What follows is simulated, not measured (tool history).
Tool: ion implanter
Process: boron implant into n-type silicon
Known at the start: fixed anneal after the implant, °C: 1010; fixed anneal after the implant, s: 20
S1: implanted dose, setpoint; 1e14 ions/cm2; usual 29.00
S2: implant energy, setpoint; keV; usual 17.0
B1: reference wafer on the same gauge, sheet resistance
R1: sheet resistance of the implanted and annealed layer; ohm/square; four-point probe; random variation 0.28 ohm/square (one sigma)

run    hour     S1    S2     B1     R1
  1     0.0  29.00  17.0  67.61  69.21
  2    43.8  29.00  17.0  67.60  69.93
  3    99.5  29.00  17.0  67.57  69.11
  4   166.5  29.00  17.0  67.60  69.45
  5   217.8  29.00  17.0  67.62  69.40
  6   266.5  29.00  17.0  67.68  69.13
  7   297.3  29.00  17.0  67.59  69.14
  8   345.0  29.00  17.0  67.61  69.10
  9   411.7  29.00  17.0  67.64  69.06
 10   462.8  29.00  15.0  67.60  74.04
 11   514.9  25.56  17.0  67.67  72.06
 12   557.2  29.00  17.0  67.57  69.19
 13   607.2  33.76  20.5  67.65  61.50
 14   635.2  34.27  17.0  67.68  66.77
 15   692.4  37.10  19.5  67.63  61.47
 16   733.3  37.12  20.5  67.55  59.88
 17   787.6  35.69  17.0  67.58  66.58
      825.2  -- Faraday cup replaced and dose calibrated
 18   843.0  26.52  14.0  67.57  78.74
 19   882.2  29.00  17.0  67.59  69.38
 20   928.6  37.10  19.5  67.57  61.89
      938.3  -- extraction supply calibrated
 21   953.7  33.10  11.5  67.54  82.50
 22  1063.0  29.00  18.5  67.53  65.53
     1063.9  -- gauge calibrated
 23  1123.4  29.00  17.0  67.55  68.20
 24  1183.8  24.91  12.5  67.65  83.16
 25  1245.4  29.00  17.0  67.65  68.00
 26  1311.9  37.22  12.5  67.57  78.10
 27  1367.3  37.05  22.0  67.62  57.16
 28  1420.2  29.00  17.0  67.60  67.97
 29  1458.5  26.27  18.5  67.59  67.65
 30  1514.6  32.78  12.5  67.58  79.53
 31  1574.3  29.00  17.0  67.61  68.55
 32  1601.5  20.32  15.5  67.67  80.43
 33  1643.2  29.00  17.0  67.52  69.10

The next listed run, before its measurement:
 34  1712.0  33.76  20.5   ?   ?

{"run 34": {"B1": 67.59, "R1": 60.47}}
Without the tool's hidden state the same run would have given R1 59.95 ohm/square.
